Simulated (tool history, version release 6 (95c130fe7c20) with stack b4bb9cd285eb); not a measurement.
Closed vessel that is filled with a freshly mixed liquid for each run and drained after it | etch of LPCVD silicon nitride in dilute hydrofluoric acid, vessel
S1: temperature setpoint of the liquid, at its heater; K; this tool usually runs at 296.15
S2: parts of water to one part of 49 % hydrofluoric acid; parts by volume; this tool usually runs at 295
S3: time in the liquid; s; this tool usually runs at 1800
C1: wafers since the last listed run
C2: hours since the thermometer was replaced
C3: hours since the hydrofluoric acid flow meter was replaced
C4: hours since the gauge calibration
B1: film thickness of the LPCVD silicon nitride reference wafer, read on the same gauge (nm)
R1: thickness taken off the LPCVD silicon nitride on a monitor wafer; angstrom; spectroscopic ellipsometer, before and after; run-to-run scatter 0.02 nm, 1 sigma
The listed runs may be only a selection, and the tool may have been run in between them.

| run | hour | S1 | S2 | S3 | C1 | C2 | C3 | C4 | B1 | R1 |
|---|---|---|---|---|---|---|---|---|---|---|
| 1 | 0.0 | 296.15 | 295 | 1800 | 0 | 420.1 | 889.4 | 160.3 | 140.011 | 30.00 |
| 2 | 13.6 | 296.15 | 295 | 1800 | 360 | 433.7 | 903.0 | 173.9 | 139.992 | 30.22 |
| 3 | 24.5 | 296.15 | 295 | 1800 | 288 | 444.6 | 913.9 | 184.8 | 140.011 | 29.90 |
| 4 | 38.1 | 296.15 | 295 | 1800 | 360 | 458.2 | 927.5 | 198.4 | 140.017 | 30.25 |
| 5 | 46.0 | 296.15 | 295 | 1800 | 209 | 466.1 | 935.4 | 206.3 | 140.026 | 30.19 |
|  | 55.0 | gauge calibrated |
| 6 | 57.1 | 296.15 | 295 | 1800 | 293 | 477.2 | 946.5 | 2.1 | 139.973 | 29.95 |
| 7 | 65.9 | 296.15 | 295 | 1800 | 232 | 486.0 | 955.3 | 10.9 | 139.992 | 30.23 |
| 8 | 73.7 | 296.15 | 295 | 1800 | 206 | 493.8 | 963.1 | 18.7 | 139.986 | 30.33 |

Run 9 has not been measured yet. What should we expect?
| 9 | 83.4 | 296.15 | 295 | 1800 | 256 | 503.5 | 972.8 | 28.4 | ? | ? |

{"run 9": {"B1": 139.971, "R1": 30.29}}
With no hidden state in the tool, this same run would have given R1 27.20 angstrom.
